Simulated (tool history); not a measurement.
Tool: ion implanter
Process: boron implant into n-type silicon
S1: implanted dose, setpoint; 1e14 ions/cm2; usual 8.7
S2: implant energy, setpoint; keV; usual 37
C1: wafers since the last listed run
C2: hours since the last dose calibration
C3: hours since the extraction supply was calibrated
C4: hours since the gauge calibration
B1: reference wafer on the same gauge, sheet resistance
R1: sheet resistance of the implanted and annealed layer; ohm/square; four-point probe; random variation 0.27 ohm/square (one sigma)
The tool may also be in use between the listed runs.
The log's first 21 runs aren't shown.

| run | hour | S1 | S2 | C1 | C2 | C3 | C4 | B1 | R1 |
|---|---|---|---|---|---|---|---|---|---|
| 22 | 1555.9 | 6.37 | 47 | 1600 | 284.1 | 521 | 354.1 | 117 | 165.53 |
| 23 | 1616.8 | 8.7 | 31.5 | 1013 | 345 | 581.9 | 415 | 117.06 | 131.38 |
| 24 | 1720.4 | 8.7 | 37 | 1723 | 448.6 | 685.5 | 518.6 | 117.03 | 130.51 |
| 25 | 1822.6 | 10.73 | 46.5 | 1700 | 550.8 | 787.7 | 620.8 | 117.08 | 109.53 |
| 26 | 1958.4 | 8.7 | 37 | 2259 | 686.6 | 923.5 | 756.6 | 117.07 | 130.16 |
| 27 | 2032.3 | 7.96 | 42.5 | 1229 | 760.5 | 997.4 | 830.5 | 116.96 | 139.54 |
| 28 | 2134.6 | 8.7 | 37 | 1702 | 862.8 | 1099.7 | 932.8 | 117.01 | 131.15 |
| 29 | 2203.2 | 8.7 | 37 | 1141 | 931.4 | 1168.3 | 1001.4 | 117.13 | 131.16 |
| 30 | 2269.7 | 9.87 | 42.5 | 1106 | 997.9 | 1234.8 | 1067.9 | 116.97 | 117.94 |
| 31 | 2345.4 | 10.91 | 31.5 | 1259 | 1073.6 | 1310.5 | 1143.6 | 117.05 | 110.55 |
| 32 | 2442.7 | 10.38 | 37 | 1619 | 1170.9 | 1407.8 | 1240.9 | 117.03 | 114.03 |
| 33 | 2487.1 | 8.7 | 37 | 738 | 1215.3 | 1452.2 | 1285.3 | 117.1 | 131.51 |
| 34 | 2589.4 | 10.01 | 33.5 | 1702 | 1317.6 | 1554.5 | 1387.6 | 116.97 | 118.25 |
|  | 2632 | Faraday cup replaced and dose calibrated |
| 35 | 2655.8 | 6.81 | 33 | 971 | 23.8 | 1620.9 | 1454 | 117 | 160.35 |
| 36 | 2698.7 | 7.43 | 47.5 | 713 | 66.7 | 1663.8 | 1496.9 | 116.87 | 145.39 |
| 37 | 2793.3 | 6.84 | 24.5 | 1574 | 161.3 | 1758.4 | 1591.5 | 116.94 | 163.11 |

4 ways to go on from here, each from the tool as it stands after run 37. What would each give?
| A | 2793.7 | 9.38 | 37 | 6 | 161.7 | 1758.8 | 1591.9 | ? | ? |
| B | 2793.7 | 7.8 | 24.5 | 6 | 161.7 | 1758.8 | 1591.9 | ? | ? |
| C | 2793.7 | 9.37 | 37 | 6 | 161.7 | 1758.8 | 1591.9 | ? | ? |
| D | 2793.7 | 10.42 | 25 | 6 | 161.7 | 1758.8 | 1591.9 | ? | ? |

| run | B1 | R1 |
|---|---|---|
| A | 116.95 | 122.14 |
| B | 116.95 | 146.17 |
| C | 116.95 | 122.25 |
| D | 116.95 | 114.65 |
Without the tool's hidden state the same runs would have given:
| run | R1 |
|---|---|
| A | 122.45 |
| B | 146.56 |
| C | 122.55 |
| D | 114.94 |
